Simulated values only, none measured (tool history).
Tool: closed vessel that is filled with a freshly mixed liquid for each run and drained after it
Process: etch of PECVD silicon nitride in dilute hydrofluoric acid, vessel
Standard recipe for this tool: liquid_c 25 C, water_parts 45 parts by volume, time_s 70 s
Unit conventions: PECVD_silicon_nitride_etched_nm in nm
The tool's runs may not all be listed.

| run | hour | liquid_c | water_parts | time_s | read-back film thickness of the PECVD silicon nitride reference wafer, read on the same gauge (nm) | PECVD_silicon_nitride_etched_nm |
|---|---|---|---|---|---|---|
| 1 | 0 | 25 | 45 | 70 | 99.95 | 6.91 |
| 2 | 45.5 | 25 | 45 | 70 | 100.01 | 6.98 |
|  | 77 | gauge calibrated |
| 3 | 90.3 | 25 | 45 | 70 | 99.95 | 7.13 |
| 4 | 197.7 | 25 | 45 | 70 | 100.02 | 6.92 |
| 5 | 281.6 | 25 | 45 | 70 | 99.98 | 6.77 |
| 6 | 343.3 | 25 | 45 | 70 | 100 | 6.8 |
| 7 | 450 | 25 | 45 | 70 | 100.03 | 6.78 |
| 8 | 519.7 | 27 | 45 | 70 | 99.95 | 7.82 |
| 9 | 613.1 | 27 | 45 | 70 | 99.99 | 7.7 |
| 10 | 713.1 | 27 | 45 | 70 | 100 | 7.6 |
| 11 | 818.8 | 25 | 45 | 40 | 100.03 | 3.75 |
| 12 | 881.1 | 25 | 45 | 40 | 99.99 | 3.83 |
| 13 | 941.2 | 25 | 45 | 40 | 99.99 | 3.79 |
| 14 | 1012.9 | 25 | 45 | 70 | 100 | 6.56 |
| 15 | 1059.3 | 25 | 45 | 70 | 100 | 6.5 |
| 16 | 1142 | 25 | 45 | 70 | 100.01 | 6.52 |
|  | 1152.2 | hydrofluoric acid flow meter replaced |
| 17 | 1229.2 | 25 | 30 | 70 | 99.99 | 10.5 |
|  | 1240.7 | gauge calibrated |
| 18 | 1301.3 | 25 | 45 | 70 | 100 | 7.01 |
| 19 | 1366.5 | 25 | 45 | 45 | 100.02 | 4.47 |
| 20 | 1421.8 | 25 | 40 | 70 | 100.01 | 7.94 |
| 21 | 1464.8 | 29 | 30 | 70 | 100.03 | 13.42 |
| 22 | 1518 | 22 | 45 | 95 | 99.97 | 7.71 |
| 23 | 1605.9 | 25 | 45 | 55 | 100 | 5.44 |
|  | 1654.2 | thermometer replaced |
| 24 | 1711.4 | 25 | 60 | 85 | 100 | 6.36 |
| 25 | 1791.2 | 25 | 45 | 70 | 100.01 | 6.8 |
| 26 | 1849.9 | 25 | 35 | 70 | 99.98 | 8.89 |
| 27 | 1933.9 | 28 | 35 | 70 | 100 | 10.65 |
| 28 | 2011.6 | 22 | 55 | 85 | 99.99 | 5.53 |
| 29 | 2102.2 | 26.5 | 45 | 70 | 100.03 | 7.46 |
| 30 | 2189.5 | 20.5 | 45 | 70 | 99.97 | 4.86 |

Predict each of these 4 candidate next runs independently; none follows another, all start after run 30:
| A | 2190.2 | 25 | 45 | 50 | ? | ? |
| B | 2190.2 | 23.5 | 45 | 70 | ? | ? |
| C | 2190.2 | 25 | 45 | 95 | ? | ? |
| D | 2190.2 | 20 | 30 | 35 | ? | ? |

| run | read-back film thickness of the PECVD silicon nitride reference wafer, read on the same gauge (nm) | PECVD_silicon_nitride_etched_nm |
|---|---|---|
| A | 99.98 | 4.7 |
| B | 99.98 | 5.95 |
| C | 99.98 | 8.94 |
| D | 99.98 | 3.47 |
Had the tool no hidden state, the same runs would have come out as:
| run | PECVD_silicon_nitride_etched_nm |
|---|---|
| A | 5.03 |
| B | 6.36 |
| C | 9.56 |
| D | 3.7 |
